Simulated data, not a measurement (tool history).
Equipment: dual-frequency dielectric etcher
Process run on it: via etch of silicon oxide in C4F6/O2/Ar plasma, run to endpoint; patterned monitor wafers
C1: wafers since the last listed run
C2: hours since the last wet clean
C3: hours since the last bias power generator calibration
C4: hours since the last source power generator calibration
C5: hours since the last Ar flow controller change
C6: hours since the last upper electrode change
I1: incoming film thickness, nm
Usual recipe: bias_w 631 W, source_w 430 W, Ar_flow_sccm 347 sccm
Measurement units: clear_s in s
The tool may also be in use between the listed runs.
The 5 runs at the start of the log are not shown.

{"run": 6, "hour": 94.8, "bias_w": 631, "source_w": 430, "Ar_flow_sccm": 347, "C1": 125, "C2": 7.7, "C3": 151.4, "C4": 1963.9, "C5": 177.3, "C6": 50.0, "I1": 66.6, "clear_s": 14.3}
{"run": 7, "hour": 104.3, "bias_w": 631, "source_w": 430, "Ar_flow_sccm": 347, "C1": 173, "C2": 17.2, "C3": 160.9, "C4": 1973.4, "C5": 186.8, "C6": 59.5, "I1": 66.6, "clear_s": 14.2}
{"run": 8, "hour": 117.0, "bias_w": 761, "source_w": 390, "Ar_flow_sccm": 347, "C1": 231, "C2": 29.9, "C3": 173.6, "C4": 1986.1, "C5": 199.5, "C6": 72.2, "I1": 67.1, "clear_s": 14.0}
{"run": 9, "hour": 124.2, "bias_w": 631, "source_w": 330, "Ar_flow_sccm": 347, "C1": 131, "C2": 37.1, "C3": 180.8, "C4": 1993.3, "C5": 206.7, "C6": 79.4, "I1": 67.1, "clear_s": 15.3}
{"run": 10, "hour": 134.3, "bias_w": 631, "source_w": 430, "Ar_flow_sccm": 347, "C1": 183, "C2": 47.2, "C3": 190.9, "C4": 2003.4, "C5": 216.8, "C6": 89.5, "I1": 67.0, "clear_s": 14.3}
{"run": 11, "hour": 140.3, "bias_w": 763, "source_w": 430, "Ar_flow_sccm": 390, "C1": 109, "C2": 53.2, "C3": 196.9, "C4": 2009.4, "C5": 222.8, "C6": 95.5, "I1": 66.8, "clear_s": 13.5}
{"run": 12, "hour": 147.9, "bias_w": 785, "source_w": 390, "Ar_flow_sccm": 406, "C1": 138, "C2": 60.8, "C3": 204.5, "C4": 2017.0, "C5": 230.4, "C6": 103.1, "I1": 67.3, "clear_s": 13.8}
{"run": 13, "hour": 158.5, "bias_w": 631, "source_w": 430, "Ar_flow_sccm": 347, "C1": 193, "C2": 71.4, "C3": 215.1, "C4": 2027.6, "C5": 241.0, "C6": 113.7, "I1": 66.5, "clear_s": 14.2}
{"run": 14, "hour": 173.5, "bias_w": 498, "source_w": 500, "Ar_flow_sccm": 371, "C1": 273, "C2": 86.4, "C3": 230.1, "C4": 2042.6, "C5": 256.0, "C6": 128.7, "I1": 66.4, "clear_s": 14.3}
{"run": 15, "hour": 188.6, "bias_w": 631, "source_w": 430, "Ar_flow_sccm": 347, "C1": 274, "C2": 101.5, "C3": 245.2, "C4": 2057.7, "C5": 271.1, "C6": 143.8, "I1": 66.7, "clear_s": 14.1}
{"hour": 200.2, "done": "source power generator calibrated"}
{"run": 16, "hour": 205.4, "bias_w": 631, "source_w": 390, "Ar_flow_sccm": 319, "C1": 233, "C2": 118.3, "C3": 262.0, "C4": 5.2, "C5": 287.9, "C6": 160.6, "I1": 67.3, "clear_s": 14.4}
{"run": 17, "hour": 212.7, "bias_w": 631, "source_w": 430, "Ar_flow_sccm": 295, "C1": 132, "C2": 125.6, "C3": 269.3, "C4": 12.5, "C5": 295.2, "C6": 167.9, "I1": 66.9, "clear_s": 14.0}
{"run": 18, "hour": 226.7, "bias_w": 631, "source_w": 430, "Ar_flow_sccm": 347, "C1": 254, "C2": 139.6, "C3": 283.3, "C4": 26.5, "C5": 309.2, "C6": 181.9, "I1": 66.0, "clear_s": 13.9}
{"run": 19, "hour": 238.6, "bias_w": 749, "source_w": 390, "Ar_flow_sccm": 270, "C1": 216, "C2": 151.5, "C3": 295.2, "C4": 38.4, "C5": 321.1, "C6": 193.8, "I1": 66.8, "clear_s": 13.5}
{"run": 20, "hour": 254.4, "bias_w": 631, "source_w": 350, "Ar_flow_sccm": 347, "C1": 287, "C2": 167.3, "C3": 311.0, "C4": 54.2, "C5": 336.9, "C6": 209.6, "I1": 66.9, "clear_s": 14.8}
{"run": 21, "hour": 261.3, "bias_w": 714, "source_w": 430, "Ar_flow_sccm": 347, "C1": 125, "C2": 174.2, "C3": 317.9, "C4": 61.1, "C5": 343.8, "C6": 216.5, "I1": 66.6, "clear_s": 13.4}
{"run": 22, "hour": 270.3, "bias_w": 787, "source_w": 470, "Ar_flow_sccm": 393, "C1": 163, "C2": 183.2, "C3": 326.9, "C4": 70.1, "C5": 352.8, "C6": 225.5, "I1": 67.0, "clear_s": 12.9}
{"run": 23, "hour": 278.2, "bias_w": 551, "source_w": 460, "Ar_flow_sccm": 414, "C1": 143, "C2": 191.1, "C3": 334.8, "C4": 78.0, "C5": 360.7, "C6": 233.4, "I1": 67.1, "clear_s": 14.5}
{"run": 24, "hour": 289.8, "bias_w": 631, "source_w": 430, "Ar_flow_sccm": 347, "C1": 211, "C2": 202.7, "C3": 346.4, "C4": 89.6, "C5": 372.3, "C6": 245.0, "I1": 66.7, "clear_s": 14.0}

What does the tool deliver on the next run?
{"run": 25, "hour": 296.6, "bias_w": 631, "source_w": 430, "Ar_flow_sccm": 407, "C1": 123, "C2": 209.5, "C3": 353.2, "C4": 96.4, "C5": 379.1, "C6": 251.8, "I1": 67.1, "clear_s": "?"}

Run 25 gave clear_s 14.0 s.
With the hidden condition absent and the run-to-run variation left alone, this run would have shown clear_s 14.3 s.

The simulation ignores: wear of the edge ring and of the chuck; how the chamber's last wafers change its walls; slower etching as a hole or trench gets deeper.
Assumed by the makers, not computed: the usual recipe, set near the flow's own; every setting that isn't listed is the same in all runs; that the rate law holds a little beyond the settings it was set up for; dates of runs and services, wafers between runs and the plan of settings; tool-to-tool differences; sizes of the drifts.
